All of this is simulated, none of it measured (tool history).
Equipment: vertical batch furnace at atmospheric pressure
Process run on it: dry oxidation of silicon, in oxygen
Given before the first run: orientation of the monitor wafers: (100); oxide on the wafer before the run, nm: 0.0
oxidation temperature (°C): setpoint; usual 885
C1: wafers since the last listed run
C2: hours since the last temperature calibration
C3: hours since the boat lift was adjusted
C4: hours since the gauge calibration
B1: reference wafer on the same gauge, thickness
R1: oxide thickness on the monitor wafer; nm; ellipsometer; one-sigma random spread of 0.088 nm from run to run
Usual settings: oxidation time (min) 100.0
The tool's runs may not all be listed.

Run 1, hour 0.0: usual settings but oxidation temperature (°C) 895, oxidation time (min) 63.5; C1 0; C2 1997.9; C3 2710.8; C4 474.0; B1 19.71. Result: R1 19.34 nm.
Run 2, hour 101.4: usual settings; C1 1658; C2 2099.3; C3 2812.2; C4 575.4; B1 19.70. Result: R1 23.44 nm.
Run 3, hour 137.9: usual settings; C1 596; C2 2135.8; C3 2848.7; C4 611.9; B1 19.71. Result: R1 23.66 nm.
Run 4, hour 219.9: usual settings; C1 1340; C2 2217.8; C3 2930.7; C4 693.9; B1 19.69. Result: R1 23.77 nm.
Run 5, hour 276.3: usual settings but oxidation temperature (°C) 868; C1 922; C2 2274.2; C3 2987.1; C4 750.3; B1 19.70. Result: R1 19.84 nm.
Run 6, hour 387.5: usual settings but oxidation time (min) 68.0; C1 1818; C2 2385.4; C3 3098.3; C4 861.5; B1 19.70. Result: R1 18.40 nm.
Run 7, hour 479.5: usual settings but oxidation time (min) 68.0; C1 1504; C2 2477.4; C3 3190.3; C4 953.5; B1 19.70. Result: R1 18.50 nm.
Run 8, hour 584.5: usual settings but oxidation temperature (°C) 902, oxidation time (min) 86.0; C1 1716; C2 2582.4; C3 3295.3; C4 1058.5; B1 19.70. Result: R1 25.85 nm.
Run 9, hour 628.1: usual settings; C1 712; C2 2626.0; C3 3338.9; C4 1102.1; B1 19.71. Result: R1 24.08 nm.
At hour 691.1: boat lift adjusted.
At hour 741.8: thermocouples replaced and temperature profile calibrated.
Run 10, hour 742.3: usual settings but oxidation temperature (°C) 898; C1 1082; C2 0.5; C3 51.2; C4 1216.3; B1 19.69. Result: R1 26.48 nm.
Run 11, hour 768.6: usual settings; C1 430; C2 26.8; C3 77.5; C4 1242.6; B1 19.70. Result: R1 22.95 nm.
At hour 793.3: gauge calibrated.
Run 12, hour 855.7: usual settings but oxidation temperature (°C) 870, oxidation time (min) 113.0; C1 1424; C2 113.9; C3 164.6; C4 62.4; B1 19.70. Result: R1 21.24 nm.
Run 13, hour 961.9: usual settings but oxidation temperature (°C) 892, oxidation time (min) 54.0; C1 1736; C2 220.1; C3 270.8; C4 168.6; B1 19.70. Result: R1 16.54 nm.
Run 14, hour 1158.8: usual settings but oxidation temperature (°C) 862, oxidation time (min) 149.5; C1 3219; C2 417.0; C3 467.7; C4 365.5; B1 19.70. Result: R1 23.60 nm.

3 ways to go on from here, each from the tool as it stands after run 14. What would each give?
Run A, hour 1163.7: usual settings; C1 80; C2 421.9; C3 472.6; C4 370.4; B1 ?. Result: R1 ?.
Run B, hour 1163.7: usual settings but oxidation temperature (°C) 902, oxidation time (min) 122.0; C1 80; C2 421.9; C3 472.6; C4 370.4; B1 ?. Result: R1 ?.
Run C, hour 1163.7: usual settings but oxidation temperature (°C) 909, oxidation time (min) 57.0; C1 80; C2 421.9; C3 472.6; C4 370.4; B1 ?. Result: R1 ?.

run     B1     R1
  A  19.71  23.03
  B  19.71  31.35
  C  19.71  20.33
Had the tool no hidden state, the same runs would have come out as:
run     R1
  A  22.90
  B  31.17
  C  20.21
